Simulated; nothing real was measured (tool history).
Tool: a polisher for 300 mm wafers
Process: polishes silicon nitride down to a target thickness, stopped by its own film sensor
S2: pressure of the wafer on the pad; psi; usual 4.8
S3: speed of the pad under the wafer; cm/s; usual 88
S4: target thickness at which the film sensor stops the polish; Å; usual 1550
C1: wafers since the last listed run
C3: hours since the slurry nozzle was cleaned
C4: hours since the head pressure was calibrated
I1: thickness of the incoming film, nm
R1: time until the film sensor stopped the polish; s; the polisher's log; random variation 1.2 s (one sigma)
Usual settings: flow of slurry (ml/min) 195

run 1 day=0 | flow_of_slurry_(ml/min)=195 S2=4 S3=88 S4=1550 | C1=0 wafers_polished_on_this_pad=147 C3=240.4 C4=688 | I1=362.9 | R1=114.2
run 2 day=0.542 | flow_of_slurry_(ml/min)=195 S2=4.8 S3=88 S4=1550 | C1=65 wafers_polished_on_this_pad=213 C3=253.4 C4=701 | I1=357.5 | R1=95.3
run 3 day=1.817 | flow_of_slurry_(ml/min)=195 S2=4.8 S3=88 S4=1190 | C1=154 wafers_polished_on_this_pad=367 C3=284 C4=731.6 | I1=360.5 | R1=113.7
run 4 day=2.225 | flow_of_slurry_(ml/min)=195 S2=4.8 S3=88 S4=1190 | C1=49 wafers_polished_on_this_pad=417 C3=293.8 C4=741.4 | I1=363.8 | R1=112.9
run 5 day=2.675 | flow_of_slurry_(ml/min)=195 S2=4.8 S3=88 S4=1190 | C1=54 wafers_polished_on_this_pad=471 C3=304.6 C4=752.2 | I1=363.8 | R1=117.6
run 6 day=3.233 | flow_of_slurry_(ml/min)=195 S2=3.5 S3=104 S4=1550 | C1=67 wafers_polished_on_this_pad=539 C3=318 C4=765.6 | I1=364.4 | R1=122.7
run 7 day=3.517 | flow_of_slurry_(ml/min)=195 S2=3.5 S3=104 S4=1550 | C1=34 wafers_polished_on_this_pad=573 C3=324.8 C4=772.4 | I1=363.2 | R1=122.3
run 8 day=5.575 | flow_of_slurry_(ml/min)=195 S2=3.5 S3=104 S4=1550 | C1=249 wafers_polished_on_this_pad=822 C3=374.2 C4=821.8 | I1=359.2 | R1=124
run 9 day=5.879 | flow_of_slurry_(ml/min)=195 S2=4.8 S3=88 S4=1550 | C1=36 wafers_polished_on_this_pad=859 C3=381.5 C4=829.1 | I1=356.7 | R1=102
run 10 day=6.588 | flow_of_slurry_(ml/min)=195 S2=4.8 S3=88 S4=1550 | C1=85 wafers_polished_on_this_pad=944 C3=398.5 C4=846.1 | I1=359.4 | R1=101
run 11 day=7.312 | flow_of_slurry_(ml/min)=195 S2=4.8 S3=88 S4=1550 | C1=87 wafers_polished_on_this_pad=1032 C3=415.9 C4=863.5 | I1=352.1 | R1=99.1
-- day=7.7 slurry nozzle cleaned
run 12 day=7.721 | flow_of_slurry_(ml/min)=195 S2=4.8 S3=88 S4=1550 | C1=44 wafers_polished_on_this_pad=1077 C3=0.5 C4=873.3 | I1=360.1 | R1=103.6
run 13 day=8.104 | flow_of_slurry_(ml/min)=195 S2=4.8 S3=88 S4=1550 | C1=46 wafers_polished_on_this_pad=1123 C3=9.7 C4=882.5 | I1=361.6 | R1=105.1
run 14 day=8.633 | flow_of_slurry_(ml/min)=235 S2=4.8 S3=88 S4=1250 | C1=64 wafers_polished_on_this_pad=1187 C3=22.4 C4=895.2 | I1=365.1 | R1=120.6
run 15 day=9.075 | flow_of_slurry_(ml/min)=195 S2=3.2 S3=88 S4=1550 | C1=53 wafers_polished_on_this_pad=1240 C3=33 C4=905.8 | I1=363.8 | R1=157.3
-- day=9.433 worn pad replaced by a new one
run 16 day=9.479 | flow_of_slurry_(ml/min)=150 S2=6.2 S3=88 S4=1780 | C1=28 wafers_polished_on_this_pad=5 C3=42.7 C4=915.5 | I1=356.8 | R1=62.4
-- day=10.233 head pressure recalibrated
run 17 day=10.254 | flow_of_slurry_(ml/min)=195 S2=4.8 S3=104 S4=1550 | C1=83 wafers_polished_on_this_pad=89 C3=61.3 C4=0.5 | I1=351.7 | R1=77.4
run 18 day=10.721 | flow_of_slurry_(ml/min)=195 S2=3.3 S3=88 S4=1550 | C1=56 wafers_polished_on_this_pad=145 C3=72.5 C4=11.7 | I1=363.5 | R1=133.5
run 19 day=11.117 | flow_of_slurry_(ml/min)=195 S2=3.3 S3=88 S4=1870 | C1=47 wafers_polished_on_this_pad=193 C3=82 C4=21.2 | I1=361.2 | R1=116.6
run 20 day=12.133 | flow_of_slurry_(ml/min)=195 S2=6.4 S3=66 S4=2190 | C1=123 wafers_polished_on_this_pad=316 C3=106.4 C4=45.6 | I1=367.4 | R1=62.1
run 21 day=12.55 | flow_of_slurry_(ml/min)=195 S2=4.8 S3=88 S4=1760 | C1=50 wafers_polished_on_this_pad=367 C3=116.4 C4=55.6 | I1=359 | R1=84.4

Forecast run 22:
run 22 day=12.967 | flow_of_slurry_(ml/min)=195 S2=3.5 S3=104 S4=1550 | C1=50 wafers_polished_on_this_pad=417 C3=126.4 C4=65.6 | I1=361.3 | R1=?

{"run 22": {"R1": 117.1}}
Without the tool's hidden state the same run would have given R1 108.5 s.

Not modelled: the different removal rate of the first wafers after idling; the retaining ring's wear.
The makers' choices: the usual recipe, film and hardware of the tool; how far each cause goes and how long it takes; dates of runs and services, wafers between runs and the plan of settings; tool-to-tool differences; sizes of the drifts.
